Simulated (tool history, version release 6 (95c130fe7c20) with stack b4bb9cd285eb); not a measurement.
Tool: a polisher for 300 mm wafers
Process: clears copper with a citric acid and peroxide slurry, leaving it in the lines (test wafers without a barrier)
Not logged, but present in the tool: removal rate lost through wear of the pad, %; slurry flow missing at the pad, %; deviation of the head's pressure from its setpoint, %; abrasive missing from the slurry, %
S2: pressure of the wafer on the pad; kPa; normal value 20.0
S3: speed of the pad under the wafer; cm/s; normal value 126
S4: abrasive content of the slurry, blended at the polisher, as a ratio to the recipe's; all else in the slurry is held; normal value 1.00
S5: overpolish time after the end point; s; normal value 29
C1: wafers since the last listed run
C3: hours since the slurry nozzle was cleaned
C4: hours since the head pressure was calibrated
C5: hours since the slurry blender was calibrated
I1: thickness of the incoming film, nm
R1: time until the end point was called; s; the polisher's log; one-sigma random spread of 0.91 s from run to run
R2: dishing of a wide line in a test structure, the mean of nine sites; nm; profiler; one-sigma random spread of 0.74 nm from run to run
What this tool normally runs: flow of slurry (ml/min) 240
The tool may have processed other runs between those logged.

Run 1, hour 0.0: usual settings but S2 15.9 kPa; C1 0; wafers polished on this pad 2000; C3 123.1; C4 884.9; C5 32.8; I1 304.6. Result: R1 119.9 s, R2 51.2 nm.
At hour 51.3: worn pad replaced by a new one.
Run 2, hour 59.8: usual settings; C1 501; wafers polished on this pad 76; C3 182.9; C4 944.7; C5 92.6; I1 304.4. Result: R1 96.1 s, R2 62.8 nm.
Run 3, hour 122.6: usual settings; C1 564; wafers polished on this pad 640; C3 245.7; C4 1007.5; C5 155.4; I1 301.5. Result: R1 94.6 s, R2 63.0 nm.
Run 4, hour 172.3: usual settings; C1 446; wafers polished on this pad 1087; C3 295.4; C4 1057.2; C5 205.1; I1 305.2. Result: R1 97.1 s, R2 61.7 nm.
Run 5, hour 199.6: usual settings but S4 1.20; C1 245; wafers polished on this pad 1332; C3 322.7; C4 1084.5; C5 232.4; I1 310.9. Result: R1 95.5 s, R2 63.9 nm.
Run 6, hour 255.9: usual settings but S4 0.85; C1 505; wafers polished on this pad 1838; C3 379.0; C4 1140.8; C5 288.7; I1 306.6. Result: R1 100.6 s, R2 61.0 nm.
At hour 277.2: slurry blender recalibrated.
Run 7, hour 285.4: usual settings but S4 0.90; C1 247; wafers polished on this pad 2085; C3 408.5; C4 1170.3; C5 8.2; I1 305.4. Result: R1 99.5 s, R2 61.5 nm.
Run 8, hour 320.7: usual settings; C1 317; wafers polished on this pad 2403; C3 443.8; C4 1205.6; C5 43.5; I1 309.1. Result: R1 98.5 s, R2 61.5 nm.
At hour 326.8: worn pad replaced by a new one.
Run 9, hour 386.1: usual settings; C1 551; wafers polished on this pad 532; C3 509.2; C4 1271.0; C5 108.9; I1 310.1. Result: R1 99.5 s, R2 61.4 nm.
Run 10, hour 423.3: usual settings; C1 334; wafers polished on this pad 867; C3 546.4; C4 1308.2; C5 146.1; I1 304.5. Result: R1 99.5 s, R2 61.2 nm.
At hour 481.0: slurry nozzle cleaned.
Run 11, hour 486.4: usual settings; C1 558; wafers polished on this pad 1425; C3 5.4; C4 1371.3; C5 209.2; I1 301.7. Result: R1 90.5 s, R2 63.9 nm.
Run 12, hour 532.2: usual settings; C1 411; wafers polished on this pad 1836; C3 51.2; C4 1417.1; C5 255.0; I1 301.3. Result: R1 91.0 s, R2 64.3 nm.
At hour 555.2: head pressure recalibrated.
Run 13, hour 560.6: usual settings; C1 237; wafers polished on this pad 2074; C3 79.6; C4 5.4; C5 283.4; I1 304.6. Result: R1 98.0 s, R2 63.3 nm.
At hour 611.2: slurry blender recalibrated.
At hour 616.0: worn pad replaced by a new one.
Run 14, hour 621.1: usual settings; C1 489; wafers polished on this pad 45; C3 140.1; C4 65.9; C5 9.9; I1 301.7. Result: R1 94.8 s, R2 62.3 nm.
Run 15, hour 674.6: usual settings but flow of slurry (ml/min) 325; C1 480; wafers polished on this pad 526; C3 193.6; C4 119.4; C5 63.4; I1 299.1. Result: R1 91.8 s, R2 62.0 nm.
Run 16, hour 707.5: usual settings; C1 295; wafers polished on this pad 822; C3 226.5; C4 152.3; C5 96.3; I1 304.9. Result: R1 97.3 s, R2 62.2 nm.
Run 17, hour 753.9: usual settings; C1 416; wafers polished on this pad 1239; C3 272.9; C4 198.7; C5 142.7; I1 305.5. Result: R1 98.2 s, R2 61.4 nm.
Run 18, hour 803.8: usual settings; C1 448; wafers polished on this pad 1687; C3 322.8; C4 248.6; C5 192.6; I1 301.7. Result: R1 96.1 s, R2 60.6 nm.
Run 19, hour 863.9: usual settings but S3 92 cm/s, S4 0.85, S5 15 s; C1 540; wafers polished on this pad 2227; C3 382.9; C4 308.7; C5 252.7; I1 300.4. Result: R1 134.8 s, R2 25.0 nm.
At hour 883.7: slurry blender recalibrated.
Run 20, hour 903.6: usual settings; C1 338; wafers polished on this pad 2566; C3 422.6; C4 348.4; C5 19.9; I1 302.0. Result: R1 97.9 s, R2 61.9 nm.
At hour 917.1: worn pad replaced by a new one.
Run 21, hour 945.3: usual settings but flow of slurry (ml/min) 320, S3 110 cm/s, S4 1.25; C1 338; wafers polished on this pad 253; C3 464.3; C4 390.1; C5 61.6; I1 304.7. Result: R1 104.8 s, R2 57.4 nm.
Run 22, hour 1010.7: usual settings but flow of slurry (ml/min) 195; C1 587; wafers polished on this pad 841; C3 529.7; C4 455.5; C5 127.0; I1 304.5. Result: R1 102.0 s, R2 59.4 nm.
At hour 1046.2: slurry nozzle cleaned.
Run 23, hour 1113.6: usual settings but S2 26.9 kPa, S3 150 cm/s, S4 1.25; C1 915; wafers polished on this pad 1756; C3 67.4; C4 558.4; C5 229.9; I1 304.3. Result: R1 57.7 s, R2 93.9 nm.
Run 24, hour 1143.9: usual settings; C1 272; wafers polished on this pad 2029; C3 97.7; C4 588.7; C5 260.2; I1 301.0. Result: R1 93.7 s, R2 61.7 nm.
At hour 1167.6: slurry blender recalibrated.
At hour 1186.8: worn pad replaced by a new one.
Run 25, hour 1194.0: usual settings but S3 146 cm/s; C1 396; wafers polished on this pad 64; C3 147.8; C4 638.8; C5 26.4; I1 303.0. Result: R1 83.2 s, R2 69.0 nm.
Run 26, hour 1235.6: usual settings but flow of slurry (ml/min) 190, S2 17.9 kPa, S3 86 cm/s, S5 34 s; C1 373; wafers polished on this pad 438; C3 189.4; C4 680.4; C5 68.0; I1 303.5. Result: R1 156.6 s, R2 47.4 nm.
Run 27, hour 1306.9: usual settings; C1 640; wafers polished on this pad 1078; C3 260.7; C4 751.7; C5 139.3; I1 302.5. Result: R1 95.8 s, R2 62.7 nm.
Run 28, hour 1358.4: usual settings but S5 39 s; C1 462; wafers polished on this pad 1541; C3 312.2; C4 803.2; C5 190.8; I1 310.5. Result: R1 97.6 s, R2 77.9 nm.
At hour 1418.4: slurry blender recalibrated.
Run 29, hour 1425.6: usual settings but S4 0.75, S5 14 s; C1 585; wafers polished on this pad 2127; C3 379.4; C4 870.4; C5 7.2; I1 305.9. Result: R1 101.8 s, R2 31.1 nm.

Below are 3 alternative next runs, each starting from the tool's condition after run 29. Predict each:
Run A, hour 1426.1: usual settings; C1 4; wafers polished on this pad 2132; C3 379.9; C4 870.9; C5 7.7; I1 303.5. Result: R1 ?, R2 ?.
Run B, hour 1426.1: usual settings but S2 17.2 kPa, S5 39 s; C1 4; wafers polished on this pad 2132; C3 379.9; C4 870.9; C5 7.7; I1 303.5. Result: R1 ?, R2 ?.
Run C, hour 1426.1: usual settings but S3 140 cm/s, S4 1.15; C1 4; wafers polished on this pad 2132; C3 379.9; C4 870.9; C5 7.7; I1 303.5. Result: R1 ?, R2 ?.

run     R1    R2
  A   96.5  63.0
  B  110.9  70.5
  C   84.6  70.0
What these runs would have given with no unlogged condition in the tool:
run     R1    R2
  A   94.6  64.0
  B  108.7  71.5
  C   83.0  71.0

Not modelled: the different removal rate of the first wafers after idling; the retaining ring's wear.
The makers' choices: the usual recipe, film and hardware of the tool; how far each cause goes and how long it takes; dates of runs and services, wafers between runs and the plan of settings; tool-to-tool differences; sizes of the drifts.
